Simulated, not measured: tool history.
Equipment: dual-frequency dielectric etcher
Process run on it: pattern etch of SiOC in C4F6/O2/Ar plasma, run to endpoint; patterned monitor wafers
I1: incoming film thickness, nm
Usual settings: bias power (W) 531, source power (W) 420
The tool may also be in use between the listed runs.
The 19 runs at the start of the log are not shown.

run 20 hour=897.6 | bias_power_(W)=452 source_power_(W)=480 | I1=41.72 | endpoint_time_(s)=12.9
run 21 hour=925.7 | bias_power_(W)=443 source_power_(W)=450 | I1=42.39 | endpoint_time_(s)=13.7
run 22 hour=992.7 | bias_power_(W)=531 source_power_(W)=420 | I1=42.32 | endpoint_time_(s)=13.2
-- hour=1015.2 bias power generator calibrated
run 23 hour=1026.2 | bias_power_(W)=531 source_power_(W)=420 | I1=42.5 | endpoint_time_(s)=13.4
-- hour=1066.5 wet clean of the chamber
run 24 hour=1079.4 | bias_power_(W)=531 source_power_(W)=420 | I1=42.47 | endpoint_time_(s)=13.8
run 25 hour=1130.3 | bias_power_(W)=642 source_power_(W)=500 | I1=42.35 | endpoint_time_(s)=11.1
run 26 hour=1193.6 | bias_power_(W)=491 source_power_(W)=510 | I1=42.3 | endpoint_time_(s)=12.2
run 27 hour=1225.2 | bias_power_(W)=461 source_power_(W)=350 | I1=42.32 | endpoint_time_(s)=16.6
run 28 hour=1261.8 | bias_power_(W)=531 source_power_(W)=510 | I1=41.96 | endpoint_time_(s)=11.5
run 29 hour=1306 | bias_power_(W)=637 source_power_(W)=460 | I1=42.5 | endpoint_time_(s)=11.5
run 30 hour=1354.4 | bias_power_(W)=630 source_power_(W)=370 | I1=42.33 | endpoint_time_(s)=14
run 31 hour=1383.3 | bias_power_(W)=662 source_power_(W)=480 | I1=42.21 | endpoint_time_(s)=10.8
-- hour=1429.2 wet clean of the chamber
run 32 hour=1452.9 | bias_power_(W)=431 source_power_(W)=350 | I1=42.48 | endpoint_time_(s)=17.7
run 33 hour=1521 | bias_power_(W)=401 source_power_(W)=510 | I1=42.37 | endpoint_time_(s)=13.5
run 34 hour=1581.2 | bias_power_(W)=531 source_power_(W)=420 | I1=42.12 | endpoint_time_(s)=13.4

Consider 5 possible next runs. They are alternatives, not a sequence: every one starts from the tool as it was left by run 34. What does each give?
run A hour=1581.6 | bias_power_(W)=531 source_power_(W)=420 | I1=42.42 | endpoint_time_(s)=?
run B hour=1581.6 | bias_power_(W)=459 source_power_(W)=500 | I1=42.42 | endpoint_time_(s)=?
run C hour=1581.6 | bias_power_(W)=652 source_power_(W)=370 | I1=42.42 | endpoint_time_(s)=?
run D hour=1581.6 | bias_power_(W)=626 source_power_(W)=420 | I1=42.42 | endpoint_time_(s)=?
run E hour=1581.6 | bias_power_(W)=489 source_power_(W)=480 | I1=42.42 | endpoint_time_(s)=?

run=A endpoint_time_(s)=13.8
run=B endpoint_time_(s)=12.9
run=C endpoint_time_(s)=14.1
run=D endpoint_time_(s)=12.9
run=E endpoint_time_(s)=12.9
With the hidden condition removed and each run's random variation left untouched, the same runs would have given:
run=A endpoint_time_(s)=14.1
run=B endpoint_time_(s)=13.2
run=C endpoint_time_(s)=14.4
run=D endpoint_time_(s)=13.2
run=E endpoint_time_(s)=13.2

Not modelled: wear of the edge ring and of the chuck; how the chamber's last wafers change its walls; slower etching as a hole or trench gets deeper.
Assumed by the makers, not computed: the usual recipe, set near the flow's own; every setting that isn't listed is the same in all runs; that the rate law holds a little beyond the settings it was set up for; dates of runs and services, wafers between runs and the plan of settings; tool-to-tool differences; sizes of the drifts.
